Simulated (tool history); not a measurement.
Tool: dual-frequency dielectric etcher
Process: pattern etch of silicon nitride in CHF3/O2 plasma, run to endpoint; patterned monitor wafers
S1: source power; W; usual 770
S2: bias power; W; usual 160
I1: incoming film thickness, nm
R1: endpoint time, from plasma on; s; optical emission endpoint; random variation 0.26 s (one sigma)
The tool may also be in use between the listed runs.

run,hour,S1,S2,I1,R1
1,0,870,160,64.6,37.9
2,56.5,870,160,64.7,37.7
3,103,770,160,64.7,39.6
4,133.3,710,160,64.6,40.1
5,166.6,770,160,64.8,39.3
6,229.5,770,160,64.7,39.5
7,266.6,770,160,64.3,38.6
8,323.7,770,151,64.3,39.7
# hour 396.7: wet clean of the chamber
9,397.2,770,151,64.7,40.6
10,469.5,770,151,63.8,40.4
11,495.6,770,145,65.2,41.7
12,535.1,720,195,64.2,36.9
13,597.5,770,160,63.9,39.3
14,645.9,640,137,63.9,44.5
# hour 677.2: source power generator calibrated
# hour 698: upper electrode replaced
15,704.9,720,195,64.6,36.4
16,775.4,700,124,64.6,45.7
# hour 803.3: bias power generator calibrated
17,812.5,770,160,64.4,38.9
18,840.9,770,160,64.3,38.5
19,898.1,660,126,64.5,46

Forecast run 20:
# hour 926.9: wet clean of the chamber
20,955.9,770,140,64.5,?

Run 20 gave R1 42.4 s.
Without the tool's hidden state the same run would have given R1 42.5 s.
